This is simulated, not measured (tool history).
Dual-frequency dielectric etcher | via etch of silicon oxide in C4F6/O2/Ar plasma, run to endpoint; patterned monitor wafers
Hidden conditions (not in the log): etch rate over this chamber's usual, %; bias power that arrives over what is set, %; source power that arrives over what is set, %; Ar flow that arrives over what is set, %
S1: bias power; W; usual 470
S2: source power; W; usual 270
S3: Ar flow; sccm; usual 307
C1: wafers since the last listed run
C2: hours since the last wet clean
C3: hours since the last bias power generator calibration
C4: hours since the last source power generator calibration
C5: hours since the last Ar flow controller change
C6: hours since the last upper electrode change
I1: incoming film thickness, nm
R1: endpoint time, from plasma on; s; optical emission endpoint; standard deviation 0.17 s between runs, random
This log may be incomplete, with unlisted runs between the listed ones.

Run 1, hour 0.0: usual settings; C1 0; C2 371.3; C3 3882.1; C4 2990.3; C5 1798.9; C6 4445.4; I1 171.0. Result: R1 38.3 s.
Run 2, hour 6.7: usual settings but S2 300 W; C1 109; C2 378.0; C3 3888.8; C4 2997.0; C5 1805.6; C6 4452.1; I1 171.0. Result: R1 37.9 s.
Run 3, hour 22.5: usual settings but S1 445 W; C1 257; C2 393.8; C3 3904.6; C4 3012.8; C5 1821.4; C6 4467.9; I1 171.3. Result: R1 38.9 s.
Run 4, hour 31.3: usual settings but S1 445 W; C1 143; C2 402.6; C3 3913.4; C4 3021.6; C5 1830.2; C6 4476.7; I1 172.5. Result: R1 39.4 s.
Run 5, hour 39.6: usual settings but S1 445 W; C1 135; C2 410.9; C3 3921.7; C4 3029.9; C5 1838.5; C6 4485.0; I1 172.8. Result: R1 39.3 s.
At hour 65.3: wet clean of the chamber.
Run 6, hour 65.8: usual settings; C1 35; C2 0.5; C3 3947.9; C4 3056.1; C5 1864.7; C6 4511.2; I1 171.7. Result: R1 39.9 s.
Run 7, hour 66.2: usual settings; C1 6; C2 0.9; C3 3948.3; C4 3056.5; C5 1865.1; C6 4511.6; I1 172.0. Result: R1 40.3 s.
At hour 82.8: source power generator calibrated.
At hour 87.9: Ar flow controller replaced.
Run 8, hour 88.4: usual settings but S1 387 W, S2 240 W, S3 359 sccm; C1 214; C2 23.1; C3 3970.5; C4 5.6; C5 0.5; C6 4533.8; I1 171.0. Result: R1 44.4 s.
Run 9, hour 97.3: usual settings but S1 388 W, S2 220 W, S3 359 sccm; C1 145; C2 32.0; C3 3979.4; C4 14.5; C5 9.4; C6 4542.7; I1 173.4. Result: R1 46.0 s.
At hour 115.9: bias power generator calibrated.
At hour 135.9: upper electrode replaced.
Run 10, hour 136.4: usual settings; C1 245; C2 71.1; C3 20.5; C4 53.6; C5 48.5; C6 0.5; I1 171.9. Result: R1 39.5 s.
Run 11, hour 136.7: usual settings; C1 4; C2 71.4; C3 20.8; C4 53.9; C5 48.8; C6 0.8; I1 170.6. Result: R1 39.5 s.
Run 12, hour 143.2: usual settings; C1 105; C2 77.9; C3 27.3; C4 60.4; C5 55.3; C6 7.3; I1 172.4. Result: R1 39.8 s.
Run 13, hour 153.5: usual settings but S1 520 W, S3 375 sccm; C1 167; C2 88.2; C3 37.6; C4 70.7; C5 65.6; C6 17.6; I1 172.1. Result: R1 39.0 s.
Run 14, hour 162.0: usual settings but S1 423 W, S2 230 W, S3 328 sccm; C1 138; C2 96.7; C3 46.1; C4 79.2; C5 74.1; C6 26.1; I1 172.2. Result: R1 42.9 s.
Run 15, hour 171.2: usual settings but S1 376 W, S2 330 W; C1 149; C2 105.9; C3 55.3; C4 88.4; C5 83.3; C6 35.3; I1 173.3. Result: R1 41.6 s.

What the log doesn't show, run by run:
bias power that arrives over what is set, %: 0 in every run
source power that arrives over what is set, %: 0 in every run
Ar flow that arrives over what is set, %: 0 in every run
H1: etch rate over this chamber's usual, %
run     H1
  1    4.3
  2   4.39
  3   4.59
  4   4.71
  5   4.82
  6  0.474
  7  0.479
  8  0.768
  9  0.884
 10   1.39
 11    1.4
 12   1.48
 13   1.62
 14   1.73
 15   1.85
